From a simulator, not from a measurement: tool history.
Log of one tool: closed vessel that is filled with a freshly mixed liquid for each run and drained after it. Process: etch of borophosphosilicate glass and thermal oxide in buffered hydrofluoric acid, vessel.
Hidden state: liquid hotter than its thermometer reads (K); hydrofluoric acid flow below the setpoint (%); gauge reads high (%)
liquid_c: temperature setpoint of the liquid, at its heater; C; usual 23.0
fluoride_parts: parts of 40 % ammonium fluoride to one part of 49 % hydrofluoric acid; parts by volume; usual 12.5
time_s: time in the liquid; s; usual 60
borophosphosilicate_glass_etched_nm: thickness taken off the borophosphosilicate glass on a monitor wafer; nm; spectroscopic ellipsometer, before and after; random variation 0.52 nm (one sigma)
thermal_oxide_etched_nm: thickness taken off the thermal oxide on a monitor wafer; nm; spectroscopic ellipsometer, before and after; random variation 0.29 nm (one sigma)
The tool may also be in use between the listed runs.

run,hour,liquid_c,fluoride_parts,time_s,wafers since the last listed run,hours since the thermometer was replaced,hours since the hydrofluoric acid flow meter was replaced,hours since the gauge calibration,"read-back film thickness of the borophosphosilicate glass reference wafer, read on the same gauge (nm)","read-back film thickness of the thermal oxide reference wafer, read on the same gauge (nm)",borophosphosilicate_glass_etched_nm,thermal_oxide_etched_nm
1,0.0,23.0,12.5,60,0,1663.3,800.5,437.4,130.01,99.99,91.56,42.79
2,41.5,23.0,12.5,60,6193,1704.8,842.0,478.9,129.99,100.04,90.56,42.84
3,70.7,26.5,12.5,60,4357,1734.0,871.2,508.1,130.00,99.95,109.90,51.67
4,100.8,26.5,12.5,60,4492,1764.1,901.3,538.2,129.97,100.02,109.36,51.84
5,132.8,26.5,12.5,60,4775,1796.1,933.3,570.2,130.05,100.01,109.43,51.46
6,176.3,23.0,12.5,60,6492,1839.6,976.8,613.7,130.03,100.02,90.13,42.72
7,213.3,23.0,12.5,60,5521,1876.6,1013.8,650.7,130.01,100.02,89.56,42.73
8,242.9,23.0,12.5,60,4417,1906.2,1043.4,680.3,130.00,99.98,89.54,42.19
9,302.6,23.0,12.5,40,8909,1965.9,1103.1,740.0,130.02,99.96,59.63,27.68
10,351.1,23.0,12.5,40,7238,2014.4,1151.6,788.5,130.02,99.97,59.02,28.06
11,399.8,23.0,12.5,40,7268,2063.1,1200.3,837.2,130.02,99.96,59.12,27.82
# hour 440.3: hydrofluoric acid flow meter replaced
# hour 445.2: thermometer replaced
12,529.6,27.0,11.0,70,19073,84.4,89.3,967.0,130.00,100.02,158.56,76.05
13,566.8,23.0,12.5,70,5551,121.6,126.5,1004.2,129.99,100.02,112.39,52.97
14,616.2,23.0,7.5,60,7372,171.0,175.9,1053.6,130.01,100.02,156.54,73.31
# hour 652.0: gauge calibrated
15,667.3,23.0,8.5,35,7626,222.1,227.0,15.3,129.99,100.00,79.10,36.80
16,720.5,24.5,11.0,40,7939,275.3,280.2,68.5,130.00,99.99,78.45,37.04
17,748.4,23.0,15.5,60,4163,303.2,308.1,96.4,129.96,100.02,76.71,36.30
18,812.6,23.0,12.5,60,9581,367.4,372.3,160.6,129.98,100.01,94.42,44.59
19,843.1,18.5,12.5,30,4551,397.9,402.8,191.1,130.03,99.97,36.48,17.39
20,873.4,23.0,9.0,60,4522,428.2,433.1,221.4,130.01,100.01,126.65,60.14

Hidden state at the last listed run before each entry between runs and at the first one after, where it differs:
Between runs 11 and 12: hydrofluoric acid flow meter replaced (hour 440.3); thermometer replaced (hour 445.2)
  hydrofluoric acid flow below the setpoint (%): 9.27 -> 0.732
  measured less the result without the state, borophosphosilicate_glass_etched_nm: -5.95 -> -1.14 nm; thermal_oxide_etched_nm: -2.78 -> -0.55 nm
Between runs 14 and 15: gauge calibrated (hour 652.0)
  hydrofluoric acid flow below the setpoint (%): 1.3 -> 1.64
  measured less the result without the state, borophosphosilicate_glass_etched_nm: -2.26 -> -1.45 nm; thermal_oxide_etched_nm: -1.05 -> -0.66 nm
